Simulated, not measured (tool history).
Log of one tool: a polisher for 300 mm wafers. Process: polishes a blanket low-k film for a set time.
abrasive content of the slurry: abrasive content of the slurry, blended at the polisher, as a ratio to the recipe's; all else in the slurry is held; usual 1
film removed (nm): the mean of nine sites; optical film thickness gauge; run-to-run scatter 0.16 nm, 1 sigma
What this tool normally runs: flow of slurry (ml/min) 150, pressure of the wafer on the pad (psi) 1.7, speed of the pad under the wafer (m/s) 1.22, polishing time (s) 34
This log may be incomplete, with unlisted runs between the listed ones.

run,day,flow of slurry (ml/min),pressure of the wafer on the pad (psi),speed of the pad under the wafer (m/s),abrasive content of the slurry,polishing time (s),wafers since the last listed run,wafers polished on this pad,hours since the slurry nozzle was cleaned,hours since the head pressure was calibrated,hours since the slurry blender was calibrated,hours since the conditioning disc was replaced,"incoming thickness of the incoming film, nm",film removed (nm)
1,0,150,2.2,1.22,1,34,0,5,380.3,859.8,60.8,135.9,549.7,18.6
2,0.85,150,1.7,1.22,0.85,34,253,259,400.7,880.2,81.2,156.3,567.6,13.1
3,1.579,150,1.7,1.22,0.85,34,217,476,418.2,897.7,98.7,173.8,553.8,13
4,2.754,150,1.7,1.22,0.85,34,349,826,446.4,925.9,126.9,202,556.1,13.1
5,3.367,150,1.7,1.22,1,34,182,1008,461.1,940.6,141.6,216.7,565.8,14.4
6,3.946,150,1.7,1.22,1,34,172,1181,475,954.5,155.5,230.6,566.3,14.1
7,4.45,150,1.7,1.22,1.2,34,150,1331,487.1,966.6,167.6,242.7,553.5,15.2
8,5.075,150,1.7,1.22,1.2,34,186,1517,502.1,981.6,182.6,257.7,563.4,14.8
9,5.75,115,1.7,1.52,1,23,201,1718,518.3,997.8,198.8,273.9,557.8,10.7
10,6.733,150,1.7,0.94,1,26,292,2011,541.9,1021.4,222.4,297.5,560.2,8.7
# day 7.688: worn pad replaced by a new one
11,8.204,150,1.7,1.22,1,34,388,153,577.2,1056.7,257.7,332.8,561.2,13.8
# day 8.704: slurry blender recalibrated
12,9.692,150,1.7,1.34,1,34,418,571,612.9,1092.4,23.7,368.5,559.1,15.3
13,11.071,150,1.7,1.22,1,34,410,982,646,1125.5,56.8,401.6,562.2,14
14,11.717,100,1.2,1.22,1,34,192,1175,661.5,1141,72.3,417.1,560.6,9
# day 12.367: conditioning disc replaced and pad reconditioned
# day 12.896: slurry nozzle cleaned
15,14.358,150,2,1.22,1,34,749,1924,35.1,1204.4,135.7,47.8,549.3,16.7
16,15.492,150,2,1.22,0.9,34,337,2262,62.3,1231.6,162.9,75,552.3,15.7
# day 16.342: worn pad replaced by a new one
17,16.633,150,1.7,1.22,1,34,290,86,89.7,1259,190.3,102.4,560.4,14.4

The next listed run, before its measurement:
# day 17.025: head pressure recalibrated
18,17.671,150,1.7,0.86,0.8,34,284,370,114.6,15.5,215.2,127.3,549.1,?

Logged for run 18: film removed (nm) 9.8.
Without the tool's hidden state the same run would have given film removed (nm) 9.8.

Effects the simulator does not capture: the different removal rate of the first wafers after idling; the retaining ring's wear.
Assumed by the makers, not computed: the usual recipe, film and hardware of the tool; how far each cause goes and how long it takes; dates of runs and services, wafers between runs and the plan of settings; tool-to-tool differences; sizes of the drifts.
